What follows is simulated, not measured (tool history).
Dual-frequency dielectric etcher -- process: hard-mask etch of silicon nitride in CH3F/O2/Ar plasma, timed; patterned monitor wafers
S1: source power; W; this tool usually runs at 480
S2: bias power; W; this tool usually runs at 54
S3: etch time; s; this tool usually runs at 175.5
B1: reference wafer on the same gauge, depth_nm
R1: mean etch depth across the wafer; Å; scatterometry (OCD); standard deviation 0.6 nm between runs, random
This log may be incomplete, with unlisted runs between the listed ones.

{"run": 1, "day": 0.0, "S1": 480, "S2": 54, "S3": 175.5, "B1": 137.2, "R1": 1232}
{"run": 2, "day": 1.729, "S1": 480, "S2": 54, "S3": 175.5, "B1": 136.9, "R1": 1221}
{"day": 5.488, "done": "wet clean of the chamber"}
{"run": 3, "day": 5.867, "S1": 480, "S2": 54, "S3": 175.5, "B1": 136.9, "R1": 1260}
{"run": 4, "day": 8.738, "S1": 480, "S2": 54, "S3": 175.5, "B1": 137, "R1": 1255}
{"run": 5, "day": 11.383, "S1": 480, "S2": 54, "S3": 175.5, "B1": 137.3, "R1": 1257}
{"run": 6, "day": 14.483, "S1": 480, "S2": 54, "S3": 175.5, "B1": 137.4, "R1": 1235}
{"run": 7, "day": 16.758, "S1": 480, "S2": 54, "S3": 175.5, "B1": 136.9, "R1": 1237}
{"run": 8, "day": 20.175, "S1": 480, "S2": 54, "S3": 175.5, "B1": 137, "R1": 1234}
{"day": 22.5, "done": "source power generator calibrated"}
{"day": 22.85, "done": "bias power generator calibrated"}
{"run": 9, "day": 23.017, "S1": 480, "S2": 54, "S3": 175.5, "B1": 137.1, "R1": 1199}
{"run": 10, "day": 25.45, "S1": 480, "S2": 54, "S3": 175.5, "B1": 137.1, "R1": 1198}
{"run": 11, "day": 29.621, "S1": 480, "S2": 54, "S3": 175.5, "B1": 136.8, "R1": 1196}
{"day": 33.912, "done": "wet clean of the chamber"}
{"run": 12, "day": 36.125, "S1": 480, "S2": 54, "S3": 175.5, "B1": 137, "R1": 1245}
{"run": 13, "day": 40.533, "S1": 480, "S2": 54, "S3": 152.5, "B1": 137.1, "R1": 1069}
{"run": 14, "day": 43.575, "S1": 480, "S2": 49, "S3": 151, "B1": 136.9, "R1": 1014}
{"run": 15, "day": 46.462, "S1": 560, "S2": 45, "S3": 222.5, "B1": 136.8, "R1": 1498}
{"run": 16, "day": 49.238, "S1": 480, "S2": 45, "S3": 210.5, "B1": 137, "R1": 1331}
{"day": 52.942, "done": "upper electrode replaced"}
{"run": 17, "day": 53.388, "S1": 480, "S2": 45, "S3": 210.5, "B1": 136.7, "R1": 1322}
{"run": 18, "day": 54.904, "S1": 370, "S2": 54, "S3": 123, "B1": 136.6, "R1": 775}
{"run": 19, "day": 56.733, "S1": 480, "S2": 54, "S3": 175.5, "B1": 136.9, "R1": 1203}
{"run": 20, "day": 59.212, "S1": 390, "S2": 44, "S3": 175.5, "B1": 137, "R1": 1017}
{"day": 61.671, "done": "wet clean of the chamber"}
{"run": 21, "day": 62.788, "S1": 480, "S2": 54, "S3": 175.5, "B1": 136.9, "R1": 1254}
{"run": 22, "day": 65.558, "S1": 480, "S2": 54, "S3": 175.5, "B1": 136.8, "R1": 1244}
{"day": 66.654, "done": "gauge calibrated"}
{"run": 23, "day": 67.158, "S1": 410, "S2": 63, "S3": 221.5, "B1": 136.6, "R1": 1604}
{"run": 24, "day": 71.512, "S1": 570, "S2": 47, "S3": 154, "B1": 137, "R1": 1072}
{"run": 25, "day": 74.7, "S1": 600, "S2": 54, "S3": 190, "B1": 137, "R1": 1446}

Run 26 is up next; what results do you expect?
{"run": 26, "day": 78.875, "S1": 430, "S2": 45, "S3": 125.5, "B1": "?", "R1": "?"}

Run 26 yielded B1 137, R1 759 Å.
With no hidden state in the tool, this same run would have given R1 762 Å.
